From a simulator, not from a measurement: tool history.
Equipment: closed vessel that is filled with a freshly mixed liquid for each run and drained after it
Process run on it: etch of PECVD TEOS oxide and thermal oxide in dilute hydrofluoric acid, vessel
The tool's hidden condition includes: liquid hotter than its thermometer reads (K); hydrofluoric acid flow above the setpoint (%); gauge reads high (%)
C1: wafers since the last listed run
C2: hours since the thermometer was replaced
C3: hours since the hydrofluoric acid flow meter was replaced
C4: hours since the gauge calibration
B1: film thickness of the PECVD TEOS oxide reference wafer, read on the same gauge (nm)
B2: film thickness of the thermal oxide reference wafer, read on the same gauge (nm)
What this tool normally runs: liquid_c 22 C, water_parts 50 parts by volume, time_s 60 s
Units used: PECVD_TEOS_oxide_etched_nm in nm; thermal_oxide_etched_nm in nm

Run 1, day 0: usual settings; C1 0; C2 1527; C3 285.4; C4 50.4; B1 109.99; B2 80.04. Result: PECVD_TEOS_oxide_etched_nm 23.03 nm, thermal_oxide_etched_nm 6.02 nm.
Run 2, day 2.925: usual settings; C1 8636; C2 1597.2; C3 355.6; C4 120.6; B1 109.98; B2 79.98. Result: PECVD_TEOS_oxide_etched_nm 23.32 nm, thermal_oxide_etched_nm 6.05 nm.
Run 3, day 6.967: usual settings; C1 11933; C2 1694.2; C3 452.6; C4 217.6; B1 110.04; B2 80. Result: PECVD_TEOS_oxide_etched_nm 23.45 nm, thermal_oxide_etched_nm 6.07 nm.
Run 4, day 8.917: usual settings; C1 5757; C2 1741; C3 499.4; C4 264.4; B1 110.04; B2 80.01. Result: PECVD_TEOS_oxide_etched_nm 23.38 nm, thermal_oxide_etched_nm 6.19 nm.
Run 5, day 13.4: usual settings; C1 13237; C2 1848.6; C3 607; C4 372; B1 109.99; B2 80.02. Result: PECVD_TEOS_oxide_etched_nm 23.14 nm, thermal_oxide_etched_nm 6.23 nm.
Run 6, day 17.879: usual settings but time_s 80 s; C1 13224; C2 1956.1; C3 714.5; C4 479.5; B1 109.99; B2 80. Result: PECVD_TEOS_oxide_etched_nm 32.03 nm, thermal_oxide_etched_nm 8.32 nm.
Run 7, day 20.779: usual settings but time_s 80 s; C1 8562; C2 2025.7; C3 784.1; C4 549.1; B1 110.02; B2 79.95. Result: PECVD_TEOS_oxide_etched_nm 31.92 nm, thermal_oxide_etched_nm 8.3 nm.
Run 8, day 24.004: usual settings but water_parts 70 parts by volume; C1 9521; C2 2103.1; C3 861.5; C4 626.5; B1 110.01; B2 79.98. Result: PECVD_TEOS_oxide_etched_nm 16.78 nm, thermal_oxide_etched_nm 4.38 nm.
At day 24.85: thermometer replaced.
Run 9, day 26.408: usual settings but liquid_c 23.5 C, time_s 70 s; C1 6975; C2 37.4; C3 919.2; C4 684.2; B1 109.99; B2 80.03. Result: PECVD_TEOS_oxide_etched_nm 27.57 nm, thermal_oxide_etched_nm 7.18 nm.
Run 10, day 30.375: usual settings but liquid_c 24.5 C, time_s 70 s; C1 11711; C2 132.6; C3 1014.4; C4 779.4; B1 110.02; B2 79.98. Result: PECVD_TEOS_oxide_etched_nm 28.98 nm, thermal_oxide_etched_nm 7.58 nm.
Run 11, day 32.612: usual settings but liquid_c 20 C; C1 6606; C2 186.3; C3 1068.1; C4 833.1; B1 109.99; B2 80.03. Result: PECVD_TEOS_oxide_etched_nm 20.45 nm, thermal_oxide_etched_nm 5.33 nm.
At day 33.858: hydrofluoric acid flow meter replaced.
Run 12, day 35.483: usual settings; C1 8353; C2 255.2; C3 39; C4 902; B1 110; B2 79.99. Result: PECVD_TEOS_oxide_etched_nm 21.59 nm, thermal_oxide_etched_nm 5.71 nm.
At day 38.138: gauge calibrated.
Run 13, day 39.554: usual settings but liquid_c 20.5 C, water_parts 35 parts by volume, time_s 30 s; C1 12019; C2 352.9; C3 136.7; C4 34; B1 110.01; B2 79.97. Result: PECVD_TEOS_oxide_etched_nm 14.96 nm, thermal_oxide_etched_nm 3.95 nm.
Run 14, day 42.046: usual settings but time_s 45 s; C1 7356; C2 412.7; C3 196.5; C4 93.8; B1 110.03; B2 80. Result: PECVD_TEOS_oxide_etched_nm 16.72 nm, thermal_oxide_etched_nm 4.32 nm.
Run 15, day 44.554: usual settings but liquid_c 18.5 C, water_parts 40 parts by volume, time_s 30 s; C1 7405; C2 472.9; C3 256.7; C4 154; B1 109.99; B2 80.01. Result: PECVD_TEOS_oxide_etched_nm 12 nm, thermal_oxide_etched_nm 3.2 nm.
Run 16, day 48.567: usual settings; C1 11846; C2 569.2; C3 353; C4 250.3; B1 109.98; B2 80. Result: PECVD_TEOS_oxide_etched_nm 22.32 nm, thermal_oxide_etched_nm 5.89 nm.

Here are 4 independent what-if runs from the current tool condition. What would each one return?
Run A, day 48.596: usual settings; C1 86; C2 569.9; C3 353.7; C4 251; B1 ?; B2 ?. Result: PECVD_TEOS_oxide_etched_nm ?, thermal_oxide_etched_nm ?.
Run B, day 48.596: usual settings but water_parts 35 parts by volume; C1 86; C2 569.9; C3 353.7; C4 251; B1 ?; B2 ?. Result: PECVD_TEOS_oxide_etched_nm ?, thermal_oxide_etched_nm ?.
Run C, day 48.596: usual settings but liquid_c 26 C, water_parts 30 parts by volume, time_s 40 s; C1 86; C2 569.9; C3 353.7; C4 251; B1 ?; B2 ?. Result: PECVD_TEOS_oxide_etched_nm ?, thermal_oxide_etched_nm ?.
Run D, day 48.596: usual settings but liquid_c 25.5 C; C1 86; C2 569.9; C3 353.7; C4 251; B1 ?; B2 ?. Result: PECVD_TEOS_oxide_etched_nm ?, thermal_oxide_etched_nm ?.

run      B1  B2  PECVD_TEOS_oxide_etched_nm  thermal_oxide_etched_nm
  A  109.98  80                        22.4                     5.86
  B  109.98  80                       32.61                     8.54
  C  109.98  80                       30.15                      7.9
  D  109.98  80                       25.86                     6.77
Without the tool's hidden state the same runs would have given:
run  PECVD_TEOS_oxide_etched_nm  thermal_oxide_etched_nm
  A                       21.34                     5.59
  B                       31.07                     8.14
  C                       28.75                     7.53
  D                       24.65                     6.46
